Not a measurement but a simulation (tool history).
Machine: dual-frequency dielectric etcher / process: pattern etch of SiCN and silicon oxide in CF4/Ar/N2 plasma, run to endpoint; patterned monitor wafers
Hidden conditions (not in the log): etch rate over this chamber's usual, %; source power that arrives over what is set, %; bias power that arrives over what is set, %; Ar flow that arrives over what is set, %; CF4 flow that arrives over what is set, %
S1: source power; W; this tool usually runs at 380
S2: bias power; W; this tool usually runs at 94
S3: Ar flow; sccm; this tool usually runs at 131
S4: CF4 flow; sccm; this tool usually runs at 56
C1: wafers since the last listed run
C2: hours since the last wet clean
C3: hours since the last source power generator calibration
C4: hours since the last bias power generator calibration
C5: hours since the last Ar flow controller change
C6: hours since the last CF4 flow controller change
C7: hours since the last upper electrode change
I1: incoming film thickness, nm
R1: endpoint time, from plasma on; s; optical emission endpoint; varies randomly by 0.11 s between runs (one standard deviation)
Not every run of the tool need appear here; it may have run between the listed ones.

run,hour,S1,S2,S3,S4,C1,C2,C3,C4,C5,C6,C7,I1,R1
1,0,410,94,131,56,0,177.7,2316.9,3009.9,1490.5,3948.2,5396.7,12.56,17.1
2,34.2,410,94,131,56,475,211.9,2351.1,3044.1,1524.7,3982.4,5430.9,12.6,17.3
# hour 72.4: CF4 flow controller replaced
3,73.3,410,94,131,56,459,251,2390.2,3083.2,1563.8,0.9,5470,12.61,17.3
# hour 110.8: upper electrode replaced
# hour 139.7: bias power generator calibrated
4,140.2,380,94,131,56,540,317.9,2457.1,0.5,1630.7,67.8,29.4,12.47,18.7
5,179.4,380,94,131,56,544,357.1,2496.3,39.7,1669.9,107,68.6,12.54,19.2
# hour 212.1: wet clean of the chamber
6,240.6,380,94,141,56,516,28.5,2557.5,100.9,1731.1,168.2,129.8,12.61,18.5
7,273.2,380,94,131,56,452,61.1,2590.1,133.5,1763.7,200.8,162.4,12.56,18.5
8,338.3,380,86,120,52,904,126.2,2655.2,198.6,1828.8,265.9,227.5,12.65,19.1
9,444.3,340,94,131,56,1472,232.2,2761.2,304.6,1934.8,371.9,333.5,12.71,21.6
10,515.2,380,109,131,56,984,303.1,2832.1,375.5,2005.7,442.8,404.4,12.5,18.3
11,548.7,380,94,131,44,465,336.6,2865.6,409,2039.2,476.3,437.9,12.58,20.2
12,609.4,350,94,131,56,843,397.3,2926.3,469.7,2099.9,537,498.6,12.47,21.3
# hour 649.5: wet clean of the chamber
# hour 668.6: Ar flow controller replaced
13,678.9,330,94,148,56,548,29.4,2995.8,539.2,10.3,606.5,568.1,12.7,22.8
# hour 738.8: source power generator calibrated
14,741.1,380,114,154,56,808,91.6,2.3,601.4,72.5,668.7,630.3,12.68,17.8
15,828.8,300,81,102,43,1218,179.3,90,689.1,160.2,756.4,718,12.53,23.5
16,879,380,109,110,56,697,229.5,140.2,739.3,210.4,806.6,768.2,12.63,16.7
17,917.5,460,94,113,66,534,268,178.7,777.8,248.9,845.1,806.7,12.6,13.9
18,987.5,380,94,131,56,972,338,248.7,847.8,318.9,915.1,876.7,12.45,18.4
19,1016,380,94,131,56,395,366.5,277.2,876.3,347.4,943.6,905.2,12.38,18.3
# hour 1070.9: wet clean of the chamber
20,1071.4,280,94,101,56,436,0.5,332.6,931.7,402.8,999,960.6,12.57,23.6
21,1101.4,380,94,131,49,416,30.5,362.6,961.7,432.8,1029,990.6,12.59,18
22,1131.8,380,85,103,61,422,60.9,393,992.1,463.2,1059.4,1021,12.69,17.1
23,1175.5,430,94,117,43,607,104.6,436.7,1035.8,506.9,1103.1,1064.7,12.54,15.8

Hidden condition of the tool, last listed run before each entry between runs versus first listed run after:
Runs 2 to 3: CF4 flow controller replaced (hour 72.4)
  etch rate over this chamber's usual, %: -2.78 -> -3.3; source power that arrives over what is set, %: -4.18 -> -4.25
  the result without the hidden state subtracted from the measured one, R1: +1.3 -> +1.3 s
Runs 3 to 4: upper electrode replaced (hour 110.8); bias power generator calibrated (hour 139.7)
  etch rate over this chamber's usual, %: -3.3 -> -4.19; source power that arrives over what is set, %: -4.25 -> -4.37
  the result without the hidden state subtracted from the measured one, R1: +1.3 -> +1.7 s
Runs 5 to 6: wet clean of the chamber (hour 212.1)
  etch rate over this chamber's usual, %: -4.72 -> -0.244; source power that arrives over what is set, %: -4.45 -> -4.56
  the result without the hidden state subtracted from the measured one, R1: +1.8 -> +1 s
Runs 12 to 13: wet clean of the chamber (hour 649.5); Ar flow controller replaced (hour 668.6)
  etch rate over this chamber's usual, %: -5.17 -> -1.08; source power that arrives over what is set, %: -5.25 -> -5.38
  the result without the hidden state subtracted from the measured one, R1: +2.3 -> +1.6 s
Runs 13 to 14: source power generator calibrated (hour 738.8)
  etch rate over this chamber's usual, %: -1.08 -> -1.91; source power that arrives over what is set, %: -5.38 -> 0.0251
  the result without the hidden state subtracted from the measured one, R1: +1.6 -> +0.3 s
Runs 19 to 20: wet clean of the chamber (hour 1070.9)
  etch rate over this chamber's usual, %: -5.58 -> -0.127; source power that arrives over what is set, %: -0.487 -> -0.59
  the result without the hidden state subtracted from the measured one, R1: +1.1 -> +0.2 s

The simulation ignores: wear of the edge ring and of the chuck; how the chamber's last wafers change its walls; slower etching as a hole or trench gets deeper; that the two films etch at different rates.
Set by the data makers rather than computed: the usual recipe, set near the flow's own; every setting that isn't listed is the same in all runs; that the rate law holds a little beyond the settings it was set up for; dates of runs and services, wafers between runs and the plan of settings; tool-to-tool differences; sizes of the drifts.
